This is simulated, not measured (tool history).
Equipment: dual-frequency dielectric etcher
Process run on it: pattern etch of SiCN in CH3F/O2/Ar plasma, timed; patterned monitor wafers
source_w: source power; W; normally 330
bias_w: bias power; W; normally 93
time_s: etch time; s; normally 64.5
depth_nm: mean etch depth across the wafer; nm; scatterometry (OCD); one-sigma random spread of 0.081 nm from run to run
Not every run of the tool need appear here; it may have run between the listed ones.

run   hour  source_w  bias_w  time_s  wafers since the last listed run  hours since the last wet clean  hours since the last source power generator calibration  hours since the last bias power generator calibration  hours since the last upper electrode change  hours since the gauge calibration  read-back reference wafer on the same gauge, depth_nm  depth_nm
  1      0       330      93    64.5                                 0                           301.6                                                   2042.1                                                 2416.3                                       3080.4                              168.3                                                   20.9      21.6
  2   14.4       330      93    64.5                               102                             316                                                   2056.5                                                 2430.7                                       3094.8                              182.7                                                   20.9     21.57
  3   22.5       330      93    64.5                                57                           324.1                                                   2064.6                                                 2438.8                                       3102.9                              190.8                                                  20.91     21.57
  4   30.2       330      93    64.5                                54                           331.8                                                   2072.3                                                 2446.5                                       3110.6                              198.5                                                  20.91      21.7
  5   38.6       330      93    64.5                                59                           340.2                                                   2080.7                                                 2454.9                                         3119                              206.9                                                  20.91     21.49
  6   56.5       330      93    64.5                               127                           358.1                                                   2098.6                                                 2472.8                                       3136.9                              224.8                                                   20.9     21.42
  7   73.8       330      93    64.5                               122                           375.4                                                   2115.9                                                 2490.1                                       3154.2                              242.1                                                  20.92     21.46
  8   91.7       330      93    64.5                               127                           393.3                                                   2133.8                                                   2508                                       3172.1                                260                                                   20.9      21.4
  9  108.3       270      93    64.5                               117                           409.9                                                   2150.4                                                 2524.6                                       3188.7                              276.6                                                  20.91     20.27
     142.2  -- source power generator calibrated
     145.5  -- gauge calibrated
     146.5  -- bias power generator calibrated
 10    147       270      93    64.5                               217                           448.6                                                      4.8                                                    0.5                                       3227.4                                1.5                                                  20.92     20.32
 11  155.1       330      93    73.5                                57                           456.7                                                     12.9                                                    8.6                                       3235.5                                9.6                                                  20.91     24.23
     187.2  -- wet clean of the chamber
 12  187.7       330      93    73.5                                61                             0.5                                                     45.5                                                   41.2                                       3268.1                               42.2                                                   20.9      24.9
 13    188       330      93    73.5                                 2                             0.8                                                     45.8                                                   41.5                                       3268.4                               42.5                                                   20.9     25.09
 14  188.3       290      74    54.5                                 2                             1.1                                                     46.1                                                   41.8                                       3268.7                               42.8                                                   20.9     16.98
 15  197.3       330      93    64.5                                63                            10.1                                                     55.1                                                   50.8                                       3277.7                               51.8                                                  20.91     22.02
 16    205       330      93      73                                54                            17.8                                                     62.8                                                   58.5                                       3285.4                               59.5                                                  20.89     24.92
     233.4  -- upper electrode replaced
 17  233.9       330      93    64.5                                34                            46.7                                                     91.7                                                   87.4                                          0.5                               88.4                                                  20.88     21.97
 18  234.3       250      93      46                                 2                            47.1                                                     92.1                                                   87.8                                          0.9                               88.8                                                   20.9     14.48
 19  240.4       390     115    48.5                                43                            53.2                                                     98.2                                                   93.9                                            7                               94.9                                                  20.91     18.19
 20  254.5       330      77    64.5                               100                            67.3                                                    112.3                                                    108                                         21.1                                109                                                   20.9     20.97
 21  261.8       300      93    64.5                                51                            74.6                                                    119.6                                                  115.3                                         28.4                              116.3                                                   20.9     21.33
 22  271.5       290      74    54.5                                68                            84.3                                                    129.3                                                    125                                         38.1                                126                                                   20.9     16.93
 23  286.9       260      93    64.5                               109                            99.7                                                    144.7                                                  140.4                                         53.5                              141.4                                                  20.89     20.37
 24  299.4       360      93    45.5                                88                           112.2                                                    157.2                                                  152.9                                           66                              153.9                                                   20.9     15.88
 25    310       380     104      46                                75                           122.8                                                    167.8                                                  163.5                                         76.6                              164.5                                                   20.9      16.7
 26  318.5       270     101      57                                60                           131.3                                                    176.3                                                    172                                         85.1                                173                                                   20.9     18.62
 27  334.3       380      93      75                               112                           147.1                                                    192.1                                                  187.8                                        100.9                              188.8                                                  20.88     26.35

Forecast each of these 3 alternatives for the next run:
  A  334.7       330      93    55.5                                 2                           147.5                                                    192.5                                                  188.2                                        101.3                              189.2                                                      ?         ?
  B  334.7       380      93    64.5                                 2                           147.5                                                    192.5                                                  188.2                                        101.3                              189.2                                                      ?         ?
  C  334.7       250      93    49.5                                 2                           147.5                                                    192.5                                                  188.2                                        101.3                              189.2                                                      ?         ?

run  read-back reference wafer on the same gauge, depth_nm  depth_nm
  A                                                  20.91     18.85
  B                                                  20.91     22.83
  C                                                  20.91     15.55
Stripped of hidden state, with their random variation kept, the same runs would have yielded:
run  depth_nm
  A     19.16
  B     23.22
  C     15.81
